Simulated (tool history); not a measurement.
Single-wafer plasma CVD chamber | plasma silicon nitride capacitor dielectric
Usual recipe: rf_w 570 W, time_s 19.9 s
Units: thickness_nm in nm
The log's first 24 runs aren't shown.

run,hour,rf_w,time_s,wafers since the last listed run,hours since the last RF generator calibration,hours since the showerhead was replaced,hours since the gauge calibration,"read-back reference wafer on the same gauge, thickness_nm",thickness_nm
25,1209,495,18,927,59.1,2783.7,74.4,37.899,29.411
26,1272.8,470,18.4,1205,122.9,2847.5,138.2,37.863,29.283
27,1314.9,570,19.9,795,165,2889.6,180.3,37.893,33.274
# hour 1341.6: showerhead replaced
28,1342.1,505,17.6,362,192.2,0.5,207.5,37.897,28.594
29,1380.7,570,22,729,230.8,39.1,246.1,37.902,36.823
30,1441.5,620,18.5,1148,291.6,99.9,306.9,37.896,31.528
# hour 1457.6: RF generator calibrated, repeated, since the last time left the tool worse
31,1507.5,535,22.4,1095,49.9,165.9,372.9,37.904,37.846
32,1543,535,16,670,85.4,201.4,408.4,37.905,27.075
33,1596.2,520,18.3,1005,138.6,254.6,461.6,37.864,30.663
34,1633.1,570,16.2,697,175.5,291.5,498.5,37.877,27.643
35,1700.8,615,18.1,1279,243.2,359.2,566.2,37.909,31.618
36,1738.8,570,19.9,717,281.2,397.2,604.2,37.839,34.078
37,1790.9,540,22.5,984,333.3,449.3,656.3,37.9,37.853
38,1835.4,495,22.7,840,377.8,493.8,700.8,37.894,37.493
39,1878.2,480,19.9,808,420.6,536.6,743.6,37.9,32.778
40,1913.6,570,18.7,668,456,572,779,37.885,31.796
41,1958.2,460,23.1,842,500.6,616.6,823.6,37.901,37.484
42,2009.5,470,19.9,969,551.9,667.9,874.9,37.871,32.46
43,2062.5,625,22.4,1001,604.9,720.9,927.9,37.89,39.2

Forecast each of these 5 alternatives for the next run:
A,2062.9,570,19.9,7,605.3,721.3,928.3,?,?
B,2062.9,570,23.4,7,605.3,721.3,928.3,?,?
C,2062.9,495,16.9,7,605.3,721.3,928.3,?,?
D,2062.9,475,18.6,7,605.3,721.3,928.3,?,?
E,2062.9,570,18.1,7,605.3,721.3,928.3,?,?

run,"read-back reference wafer on the same gauge, thickness_nm",thickness_nm
A,37.873,33.942
B,37.873,39.911
C,37.873,27.869
D,37.873,30.377
E,37.873,30.871
What these runs would have given with no unlogged condition in the tool:
run,thickness_nm
A,34.213
B,40.23
C,28.092
D,30.62
E,31.118
